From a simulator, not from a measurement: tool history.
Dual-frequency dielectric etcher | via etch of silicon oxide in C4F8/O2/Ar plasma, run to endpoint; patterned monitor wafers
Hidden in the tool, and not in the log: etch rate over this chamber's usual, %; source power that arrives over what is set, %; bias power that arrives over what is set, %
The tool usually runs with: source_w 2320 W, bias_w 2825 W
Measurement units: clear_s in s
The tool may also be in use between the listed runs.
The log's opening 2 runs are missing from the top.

run     day  source_w  bias_w  wafers since the last listed run  hours since the last wet clean  hours since the last source power generator calibration  hours since the last bias power generator calibration  hours since the last upper electrode change  incoming incoming film thickness, nm  clear_s
  3   5.967      2320    2384                               413                           471.5                                                   3041.8                                                  344.4                                       2021.1                                 797.6      150
  4   7.783      2320    2604                               337                           515.1                                                   3085.4                                                    388                                       2064.7                                 786.2    142.6
     12.246  -- wet clean of the chamber
  5  12.267      2320    2604                               648                             0.5                                                     3193                                                  495.6                                       2172.3                                 785.4    138.2
  6    16.1      2320    2604                               713                            92.5                                                     3285                                                  587.6                                       2264.3                                 791.5    138.3
  7  20.058      2320    3117                               736                           187.5                                                     3380                                                  682.6                                       2359.3                                 792.8    131.1
  8  23.742      2320    3117                               685                           275.9                                                   3468.4                                                    771                                       2447.7                                 797.1    135.5
  9  27.179      2320    2825                               639                           358.4                                                   3550.9                                                  853.5                                       2530.2                                 787.6    138.3
 10   29.95      2320    2825                               515                           424.9                                                   3617.4                                                    920                                       2596.7                                 790.6    139.8
     33.308  -- wet clean of the chamber
 11  38.958      2320    2825                              1489                           135.6                                                   3833.6                                                 1136.2                                       2812.9                                 796.9    138.7
 12  42.821      2070    3371                               718                           228.3                                                   3926.3                                                 1228.9                                       2905.6                                 792.8    136.7
 13  46.158      2320    2825                               620                           308.4                                                   4006.4                                                   1309                                       2985.7                                 792.7    139.8
 14  48.371      2320    2825                               411                           361.5                                                   4059.5                                                 1362.1                                       3038.8                                 794.7      142
     49.346  -- source power generator calibrated
 15   50.65      2320    2825                               393                           416.2                                                     31.3                                                 1416.8                                       3093.5                                 788.4    142.7
 16  52.779      2320    2825                               396                           467.3                                                     82.4                                                 1467.9                                       3144.6                                 793.1    142.5
     56.729  -- wet clean of the chamber
 17  56.858      2200    2825                               572                             3.1                                                    180.3                                                 1565.8                                       3242.5                                 802.6    142.1
 18  58.533      2320    2825                               311                            43.3                                                    220.5                                                   1606                                       3282.7                                 786.7    136.3
 19  61.912      2320    2825                               628                           124.4                                                    301.6                                                 1687.1                                       3363.8                                 794.6    137.1

Estimate the outcome of run 20 from the log above:
 20  63.775      2080    2825                               346                           169.1                                                    346.3                                                 1731.8                                       3408.5                                 797.5        ?

Logged for run 20: clear_s 145.2 s.
Had the tool carried no hidden state, the very same run would have given clear_s 143 s.

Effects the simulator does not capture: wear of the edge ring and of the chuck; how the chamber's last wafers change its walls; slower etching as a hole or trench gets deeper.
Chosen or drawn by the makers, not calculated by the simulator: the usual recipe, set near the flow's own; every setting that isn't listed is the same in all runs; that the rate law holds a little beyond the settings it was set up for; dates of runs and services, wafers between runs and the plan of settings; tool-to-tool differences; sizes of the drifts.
